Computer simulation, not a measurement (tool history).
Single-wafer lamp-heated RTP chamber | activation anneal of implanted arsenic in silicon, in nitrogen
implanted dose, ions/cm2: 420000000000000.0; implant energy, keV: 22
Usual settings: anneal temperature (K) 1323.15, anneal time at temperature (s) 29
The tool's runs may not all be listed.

| run | hour | anneal temperature (K) | anneal time at temperature (s) | read-back reference wafer on the same gauge, sheet resistance | sheet resistance of the implanted and annealed layer (ohm/square) |
|---|---|---|---|---|---|
| 1 | 0 | 1323.15 | 38 | 245.02 | 219.44 |
| 2 | 12.6 | 1323.15 | 29 | 245.04 | 221.09 |
| 3 | 102.5 | 1323.15 | 29 | 244.91 | 223.04 |
| 4 | 108.5 | 1323.15 | 29 | 245.08 | 222.74 |
| 5 | 121.5 | 1345.15 | 40 | 244.96 | 215.34 |
| 6 | 138.8 | 1345.15 | 40 | 245.06 | 214.81 |
| 7 | 165.4 | 1346.15 | 29 | 244.99 | 218.06 |
| 8 | 197.6 | 1346.15 | 29 | 244.97 | 217.01 |
| 9 | 257.4 | 1323.15 | 29 | 244.93 | 220.39 |
| 10 | 279.9 | 1323.15 | 29 | 245.07 | 220.55 |
| 11 | 311.1 | 1323.15 | 29 | 244.92 | 220.17 |
| 12 | 332.6 | 1323.15 | 29 | 244.94 | 219.82 |
| 13 | 359.9 | 1323.15 | 29 | 244.98 | 219.3 |
| 14 | 395.6 | 1323.15 | 29 | 244.91 | 222.52 |
| 15 | 408.5 | 1298.15 | 44 | 245.05 | 223.03 |
| 16 | 438.2 | 1300.15 | 38 | 245.03 | 224.15 |
| 17 | 471.2 | 1309.15 | 13 | 245 | 230.22 |
| 18 | 503.2 | 1339.15 | 14 | 244.96 | 224.25 |
| 19 | 528.2 | 1323.15 | 29 | 245.01 | 220.82 |
| 20 | 551 | 1348.15 | 40 | 245.01 | 212.15 |
| 21 | 570.5 | 1305.15 | 24 | 244.96 | 224.93 |
| 22 | 584 | 1342.15 | 29 | 244.98 | 215.78 |
| 23 | 613.2 | 1323.15 | 29 | 244.92 | 220.09 |
| 24 | 631.4 | 1323.15 | 29 | 244.98 | 218.78 |
| 25 | 655.5 | 1323.15 | 19 | 245.01 | 225.36 |
| 26 | 678.1 | 1323.15 | 29 | 244.96 | 221.15 |
| 27 | 699.4 | 1349.15 | 17 | 244.95 | 220.91 |
| 28 | 732.8 | 1312.15 | 42 | 245.04 | 220.06 |
| 29 | 746.3 | 1323.15 | 15 | 244.97 | 225.45 |
| 30 | 796.4 | 1323.15 | 29 | 245.01 | 219.34 |
| 31 | 814.5 | 1348.15 | 17 | 245.03 | 220.76 |
| 32 | 827.5 | 1336.15 | 43 | 245.01 | 214.57 |
| 33 | 862.5 | 1323.15 | 29 | 244.99 | 221.19 |
| 34 | 896.2 | 1323.15 | 13 | 244.95 | 226.81 |
| 35 | 932.6 | 1342.15 | 19 | 245.01 | 222.48 |
| 36 | 947.6 | 1309.15 | 43 | 245.06 | 221.86 |

Not shown: 7 entries that the log had between the listed runs. Between which runs, and how does the tool's hidden state differ before and after?
Between runs 2 and 3: pyrometer window cleaned and pyrometer calibrated (hour 102)
  true wafer temperature minus pyrometer reading, K: 8.24 -> 0.0552; wafer temperature error from the tarnished reflector plate, K: 0.248 -> 0.773
  measured less the result without the state, sheet resistance of the implanted and annealed layer (ohm/square): -1.59 -> -0.16
Between runs 7 and 8: gauge calibrated (hour 179)
  true wafer temperature minus pyrometer reading, K: 2.96 -> 4.45; wafer temperature error from the tarnished reflector plate, K: 1.62 -> 2.21
  measured less the result without the state, sheet resistance of the implanted and annealed layer (ohm/square): -0.95 -> -1.37
Between runs 13 and 14: pyrometer window cleaned and pyrometer calibrated (hour 383.9); reflector plate cleaned (hour 384)
  true wafer temperature minus pyrometer reading, K: 11.9 -> 2.49; wafer temperature error from the tarnished reflector plate, K: 6.77 -> 1.16
  measured less the result without the state, sheet resistance of the implanted and annealed layer (ohm/square): -3.58 -> -0.68
Between runs 24 and 25: pyrometer window cleaned and pyrometer calibrated (hour 650.8)
  true wafer temperature minus pyrometer reading, K: 13.4 -> 0.887; wafer temperature error from the tarnished reflector plate, K: 4.23 -> 4.86
  measured less the result without the state, sheet resistance of the implanted and annealed layer (ohm/square): -3.35 -> -0.93
Between runs 30 and 31: reflector plate cleaned (hour 805.2)
  true wafer temperature minus pyrometer reading, K: 7.39 -> 8.23; wafer temperature error from the tarnished reflector plate, K: 9.7 -> 0.608
  measured less the result without the state, sheet resistance of the implanted and annealed layer (ohm/square): -3.26 -> -1.6
Between runs 34 and 35: pyrometer window cleaned and pyrometer calibrated (hour 932.1)
  true wafer temperature minus pyrometer reading, K: 12 -> 0.224; wafer temperature error from the tarnished reflector plate, K: 1.02 -> 1.42
  measured less the result without the state, sheet resistance of the implanted and annealed layer (ohm/square): -1.88 -> -0.29

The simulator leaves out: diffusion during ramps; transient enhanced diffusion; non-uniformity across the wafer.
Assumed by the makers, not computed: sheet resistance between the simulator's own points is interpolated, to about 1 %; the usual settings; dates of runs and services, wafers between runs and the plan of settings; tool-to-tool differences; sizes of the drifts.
